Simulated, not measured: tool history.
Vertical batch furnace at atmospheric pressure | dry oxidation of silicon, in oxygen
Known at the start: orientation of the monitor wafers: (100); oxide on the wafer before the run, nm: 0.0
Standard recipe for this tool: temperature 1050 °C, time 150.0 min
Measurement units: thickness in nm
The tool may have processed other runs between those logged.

run   hour  temperature   time  read-back reference wafer on the same gauge, thickness  thickness
  1    0.0         1050  150.0                                                  165.99     143.46
  2   27.6         1050  150.0                                                  166.11     143.96
  3   39.8         1050  150.0                                                  165.83     143.84
  4   71.1         1040  150.0                                                  165.90     133.46
  5   86.7         1040  150.0                                                  166.09     133.26
  6  114.6         1040  150.0                                                  166.01     133.07
  7  146.1         1050  150.0                                                  165.82     144.15
  8  180.0         1050  150.0                                                  165.95     144.32
  9  211.5         1050  150.0                                                  165.92     144.09
 10  239.0         1050  150.0                                                  166.00     144.55
     252.7  -- gauge calibrated
 11  260.7         1026   75.5                                                  166.02      75.13
 12  282.3         1029  150.0                                                  166.05     122.52
     311.4  -- boat lift adjusted
     384.3  -- thermocouples replaced and temperature profile calibrated
 13  384.8         1030  121.0                                                  165.95     103.06
 14  400.9         1035  115.0                                                  165.87     104.70
 15  421.9         1050  150.0                                                  166.05     140.56
 16  454.1         1065  150.0                                                  166.01     157.67
 17  473.9         1034  199.5                                                  166.00     149.70

For run 18, what comes out?
 18  492.0         1036  150.0                                                       ?          ?

Logged for run 18: read-back reference wafer on the same gauge, thickness 166.04, thickness 126.47 nm.
Had the tool carried no hidden state, the very same run would have given thickness 125.77 nm.
